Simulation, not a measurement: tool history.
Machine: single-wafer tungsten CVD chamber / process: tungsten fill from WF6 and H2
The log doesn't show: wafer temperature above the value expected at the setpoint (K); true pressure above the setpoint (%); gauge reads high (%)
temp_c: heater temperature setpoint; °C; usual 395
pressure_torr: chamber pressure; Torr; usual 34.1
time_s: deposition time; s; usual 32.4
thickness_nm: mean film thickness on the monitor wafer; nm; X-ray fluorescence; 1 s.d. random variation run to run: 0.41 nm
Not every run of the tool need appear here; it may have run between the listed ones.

run    hour  temp_c  pressure_torr  time_s  wafers since the last listed run  hours since the last thermocouple change  hours since the last manometer calibration  hours since the showerhead was replaced  hours since the gauge calibration  read-back reference wafer on the same gauge, thickness_nm  thickness_nm
  1     0.0     395           40.2    32.4                                 0                                     808.4                                       699.4                                   5093.3                               91.0                                                     86.565       100.425
  2    71.3     395           40.2    32.4                              2010                                     879.7                                       770.7                                   5164.6                              162.3                                                     86.352       100.175
  3   151.3     392           34.1    32.4                              2255                                     959.7                                       850.7                                   5244.6                              242.3                                                     86.040        85.655
  4   226.9     392           34.1    32.4                              2131                                    1035.3                                       926.3                                   5320.2                              317.9                                                     85.836        84.977
  5   317.1     392           34.1    32.4                              2543                                    1125.5                                      1016.5                                   5410.4                              408.1                                                     85.519        85.090
  6   389.2     395           34.1    29.3                              2032                                    1197.6                                      1088.6                                   5482.5                              480.2                                                     85.264        80.482
  7   425.4     395           34.1    29.3                              1020                                    1233.8                                      1124.8                                   5518.7                              516.4                                                     85.140        79.322
      521.6  -- thermocouple changed; heater temperature recalibrated
  8   522.4     395           34.1    29.3                              2509                                       0.8                                      1221.8                                   5615.7                              613.4                                                     84.850        79.949
  9   628.6     395           34.1    32.4                              2994                                     107.0                                      1328.0                                   5721.9                              719.6                                                     84.383        88.392
 10   681.0     395           34.1    32.4                              1477                                     159.4                                      1380.4                                   5774.3                              772.0                                                     84.250        87.768
 11   726.6     395           34.1    32.4                              1285                                     205.0                                      1426.0                                   5819.9                              817.6                                                     84.114        86.981
 12   810.6     395           34.1    32.4                              2368                                     289.0                                      1510.0                                   5903.9                              901.6                                                     83.771        86.913
      859.2  -- capacitance manometer re-zeroed and calibrated
 13   892.1     385           26.4    26.8                              2072                                     370.5                                        32.9                                   5985.4                              983.1                                                     83.393        49.818
      950.6  -- gauge calibrated
      967.4  -- showerhead replaced
 14   975.7     392           34.1    32.4                              2131                                     454.1                                       116.5                                      8.3                               25.1                                                     86.700        85.529
 15  1081.8     395           34.1    32.4                              2991                                     560.2                                       222.6                                    114.4                              131.2                                                     86.317        89.825
 16  1129.5     395           42.1    32.4                              1344                                     607.9                                       270.3                                    162.1                              178.9                                                     86.081       104.255
 17  1202.0     395           34.1    36.9                              2044                                     680.4                                       342.8                                    234.6                              251.4                                                     85.937       101.177
 18  1241.9     383           34.1    38.7                              1124                                     720.3                                       382.7                                    274.5                              291.3                                                     85.849        87.331
 19  1301.1     395           25.9    28.0                              1669                                     779.5                                       441.9                                    333.7                              350.5                                                     85.542        62.166
 20  1395.4     395           26.9    32.4                              2658                                     873.8                                       536.2                                    428.0                              444.8                                                     85.209        74.171
 21  1445.4     381           41.6    27.4                              1409                                     923.8                                       586.2                                    478.0                              494.8                                                     85.017        67.282
 22  1491.7     382           25.6    30.8                              1305                                     970.1                                       632.5                                    524.3                              541.1                                                     84.909        53.529

Forecast each of these 5 alternatives for the next run:
  A  1492.1     395           34.1    35.0                                11                                     970.5                                       632.9                                    524.7                              541.5                                                          ?             ?
  B  1492.1     395           34.1    28.2                                11                                     970.5                                       632.9                                    524.7                              541.5                                                          ?             ?
  C  1492.1     395           30.5    32.4                                11                                     970.5                                       632.9                                    524.7                              541.5                                                          ?             ?
  D  1492.1     389           34.1    32.4                                11                                     970.5                                       632.9                                    524.7                              541.5                                                          ?             ?
  E  1492.1     404           41.0    32.4                                11                                     970.5                                       632.9                                    524.7                              541.5                                                          ?             ?

run  read-back reference wafer on the same gauge, thickness_nm  thickness_nm
  A                                                     84.812        95.653
  B                                                     84.812        77.004
  C                                                     84.812        81.580
  D                                                     84.812        80.078
  E                                                     84.812       115.811
With the hidden condition removed and each run's random variation left untouched, the same runs would have given:
run  thickness_nm
  A        98.037
  B        78.923
  C        83.614
  D        82.074
  E       118.698

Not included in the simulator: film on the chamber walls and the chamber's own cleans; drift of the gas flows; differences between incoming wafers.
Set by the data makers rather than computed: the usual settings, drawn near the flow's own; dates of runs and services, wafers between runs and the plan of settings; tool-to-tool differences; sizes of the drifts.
